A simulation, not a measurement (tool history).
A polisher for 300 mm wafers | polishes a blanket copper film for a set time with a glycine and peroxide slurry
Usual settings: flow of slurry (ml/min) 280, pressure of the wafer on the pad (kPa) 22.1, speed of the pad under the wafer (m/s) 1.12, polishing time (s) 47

| run | hour | flow of slurry (ml/min) | pressure of the wafer on the pad (kPa) | speed of the pad under the wafer (m/s) | polishing time (s) | wafers since the last listed run | wafers polished on this pad | hours since the slurry nozzle was cleaned | hours since the head pressure was calibrated | incoming thickness of the incoming film, nm | film removed (nm) |
|---|---|---|---|---|---|---|---|---|---|---|---|
| 1 | 0.0 | 255 | 22.1 | 1.12 | 47 | 0 | 1352 | 15.3 | 105.1 | 1300.6 | 251.8 |
| 2 | 14.5 | 255 | 22.1 | 1.12 | 47 | 135 | 1487 | 29.8 | 119.6 | 1294.1 | 251.3 |
|  | 19.3 | worn pad replaced by a new one |
| 3 | 94.8 | 255 | 22.1 | 1.12 | 47 | 713 | 706 | 110.1 | 199.9 | 1296.9 | 242.7 |
| 4 | 108.2 | 280 | 25.5 | 1.12 | 47 | 125 | 831 | 123.5 | 213.3 | 1309.4 | 273.1 |
| 5 | 136.5 | 280 | 22.1 | 1.12 | 47 | 264 | 1096 | 151.8 | 241.6 | 1295.7 | 238.4 |
|  | 150.9 | worn pad replaced by a new one |
| 6 | 151.4 | 280 | 22.1 | 1.12 | 47 | 101 | 4 | 166.7 | 256.5 | 1277.9 | 230.0 |
| 7 | 175.3 | 280 | 22.1 | 1.12 | 47 | 223 | 228 | 190.6 | 280.4 | 1320.1 | 232.5 |
| 8 | 189.6 | 280 | 22.1 | 1.12 | 47 | 133 | 362 | 204.9 | 294.7 | 1303.4 | 230.8 |
| 9 | 213.7 | 280 | 22.1 | 1.12 | 47 | 225 | 587 | 229.0 | 318.8 | 1277.2 | 223.5 |
|  | 228.0 | head pressure recalibrated |
| 10 | 229.0 | 280 | 22.1 | 1.12 | 47 | 124 | 712 | 244.3 | 1.0 | 1302.5 | 249.2 |
|  | 251.4 | slurry nozzle cleaned |
| 11 | 253.1 | 280 | 22.1 | 1.12 | 42 | 216 | 928 | 1.7 | 25.1 | 1293.8 | 233.1 |
| 12 | 270.4 | 280 | 22.1 | 1.12 | 42 | 161 | 1090 | 19.0 | 42.4 | 1299.4 | 230.8 |
| 13 | 286.9 | 280 | 22.1 | 1.12 | 42 | 154 | 1244 | 35.5 | 58.9 | 1296.4 | 231.8 |
|  | 297.5 | worn pad replaced by a new one |
| 14 | 302.7 | 280 | 22.1 | 0.94 | 47 | 110 | 48 | 51.3 | 74.7 | 1298.1 | 221.3 |
| 15 | 322.2 | 280 | 22.1 | 1.12 | 47 | 182 | 231 | 70.8 | 94.2 | 1311.5 | 251.5 |
| 16 | 356.3 | 185 | 16.5 | 1.34 | 42 | 319 | 550 | 104.9 | 128.3 | 1282.2 | 190.9 |
| 17 | 379.7 | 280 | 22.1 | 1.12 | 47 | 218 | 769 | 128.3 | 151.7 | 1297.2 | 247.3 |
| 18 | 396.9 | 280 | 16.5 | 1.12 | 47 | 160 | 930 | 145.5 | 168.9 | 1303.9 | 193.6 |
| 19 | 419.7 | 225 | 22.1 | 1.12 | 58 | 213 | 1143 | 168.3 | 191.7 | 1322.4 | 286.5 |
| 20 | 445.0 | 280 | 25.5 | 1.46 | 47 | 236 | 1380 | 193.6 | 217.0 | 1306.1 | 334.3 |
|  | 457.6 | worn pad replaced by a new one |
| 21 | 480.8 | 280 | 26.2 | 1.40 | 32 | 297 | 217 | 229.4 | 252.8 | 1298.8 | 218.1 |
| 22 | 495.8 | 280 | 24.1 | 1.12 | 40 | 140 | 357 | 244.4 | 267.8 | 1311.3 | 210.9 |
| 23 | 526.2 | 280 | 25.5 | 1.12 | 47 | 284 | 641 | 274.8 | 298.2 | 1313.2 | 253.3 |
|  | 533.8 | slurry nozzle cleaned |
| 24 | 544.6 | 245 | 28.3 | 1.12 | 57 | 162 | 804 | 10.8 | 316.6 | 1321.1 | 353.2 |
| 25 | 576.0 | 330 | 22.1 | 1.12 | 47 | 293 | 1098 | 42.2 | 348.0 | 1327.1 | 240.7 |
|  | 595.7 | head pressure recalibrated |
| 26 | 596.2 | 280 | 22.1 | 1.12 | 47 | 170 | 1268 | 62.4 | 0.5 | 1293.3 | 262.6 |
|  | 613.5 | worn pad replaced by a new one |
| 27 | 622.9 | 280 | 22.1 | 1.12 | 47 | 212 | 87 | 89.1 | 27.2 | 1298.7 | 255.7 |
| 28 | 653.9 | 315 | 27.6 | 1.00 | 35 | 290 | 377 | 120.1 | 58.2 | 1304.7 | 210.6 |

5 ways to go on from here, each from the tool as it stands after run 28. What would each give?
| A | 654.3 | 280 | 22.1 | 1.12 | 62 | 3 | 381 | 120.5 | 58.6 | 1300.6 | ? |
| B | 654.3 | 280 | 17.2 | 1.12 | 38 | 3 | 381 | 120.5 | 58.6 | 1300.6 | ? |
| C | 654.3 | 200 | 16.5 | 1.12 | 47 | 3 | 381 | 120.5 | 58.6 | 1300.6 | ? |
| D | 654.3 | 280 | 15.2 | 1.12 | 63 | 3 | 381 | 120.5 | 58.6 | 1300.6 | ? |
| E | 654.3 | 245 | 22.1 | 1.12 | 47 | 3 | 381 | 120.5 | 58.6 | 1300.6 | ? |

| run | film removed (nm) |
|---|---|
| A | 331.4 |
| B | 166.8 |
| C | 189.2 |
| D | 250.8 |
| E | 246.4 |
Without the tool's hidden state the same runs would have given:
| run | film removed (nm) |
|---|---|
| A | 344.6 |
| B | 173.4 |
| C | 199.0 |
| D | 260.7 |
| E | 257.3 |

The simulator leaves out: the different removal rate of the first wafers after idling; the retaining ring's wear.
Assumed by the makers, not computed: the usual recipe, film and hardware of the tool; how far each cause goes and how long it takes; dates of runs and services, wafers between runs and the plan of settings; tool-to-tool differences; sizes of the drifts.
